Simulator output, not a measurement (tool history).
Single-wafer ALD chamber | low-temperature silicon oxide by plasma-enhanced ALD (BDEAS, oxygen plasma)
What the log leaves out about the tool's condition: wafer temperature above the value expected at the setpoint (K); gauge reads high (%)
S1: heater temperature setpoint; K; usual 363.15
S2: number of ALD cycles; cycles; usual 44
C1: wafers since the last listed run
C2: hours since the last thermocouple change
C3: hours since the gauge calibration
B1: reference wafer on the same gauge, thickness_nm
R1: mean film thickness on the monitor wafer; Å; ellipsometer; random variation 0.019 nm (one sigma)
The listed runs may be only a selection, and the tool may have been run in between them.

run	hour	S1	S2	C1	C2	C3	B1	R1
1	0.0	372.15	44	0	1426.1	158.8	5.922	67.07
2	61.3	372.15	44	523	1487.4	220.1	5.918	67.11
3	116.8	363.15	44	473	1542.9	275.6	5.922	69.51
4	179.4	363.15	44	534	1605.5	338.2	5.920	68.91
5	217.6	363.15	44	325	1643.7	376.4	5.923	69.10
6	253.9	363.15	44	309	1680.0	412.7	5.921	69.41
7	297.7	363.15	44	373	1723.8	456.5	5.918	69.27
8	350.2	359.15	44	447	1776.3	509.0	5.920	70.43
9	376.0	359.15	44	220	1802.1	534.8	5.919	70.19
10	444.0	359.15	44	580	1870.1	602.8	5.924	70.31
11	564.2	363.15	37	1025	1990.3	723.0	5.917	58.36
12	590.1	363.15	37	220	2016.2	748.9	5.919	58.25
13	617.4	363.15	44	232	2043.5	776.2	5.917	69.15
14	659.9	363.15	44	362	2086.0	818.7	5.923	69.25
# hour 709.3: gauge calibrated
15	722.8	363.15	44	536	2148.9	13.5	5.919	69.29
16	788.9	363.15	44	563	2215.0	79.6	5.921	69.32
17	813.3	375.15	50	208	2239.4	104.0	5.921	75.47
18	883.2	350.15	52	596	2309.3	173.9	5.920	86.22
19	938.9	375.15	48	475	2365.0	229.6	5.918	72.45
20	968.9	377.15	44	255	2395.0	259.6	5.920	65.52
21	1026.7	351.15	50	493	2452.8	317.4	5.919	82.17
# hour 1049.7: thermocouple changed; heater temperature recalibrated
22	1060.4	363.15	44	219	10.7	351.1	5.921	67.64
23	1097.0	363.15	44	312	47.3	387.7	5.917	68.16
24	1158.8	375.15	52	527	109.1	449.5	5.922	76.78
25	1198.0	350.15	39	334	148.3	488.7	5.920	62.88
26	1248.4	356.15	44	430	198.7	539.1	5.921	69.73
27	1294.5	355.15	44	393	244.8	585.2	5.920	69.97
28	1324.4	363.15	44	255	274.7	615.1	5.919	68.29
29	1535.0	350.15	44	1796	485.3	825.7	5.918	71.29
30	1595.7	358.15	44	517	546.0	886.4	5.922	69.29
31	1644.4	374.15	36	415	594.7	935.1	5.920	53.84
32	1714.3	353.15	51	596	664.6	1005.0	5.919	82.03

What was the tool's hidden state at every run in the log?
gauge reads high (%): 0, the same for each run
H1: wafer temperature above the value expected at the setpoint (K)
run	H1
1	-5.18
2	-5.26
3	-5.33
4	-5.4
5	-5.44
6	-5.48
7	-5.52
8	-5.57
9	-5.59
10	-5.65
11	-5.74
12	-5.76
13	-5.78
14	-5.8
15	-5.84
16	-5.88
17	-5.89
18	-5.93
19	-5.95
20	-5.97
21	-5.99
22	0.973
23	0.706
24	0.283
25	0.0293
26	-0.279
27	-0.546
28	-0.711
29	-1.72
30	-1.97
31	-2.15
32	-2.4
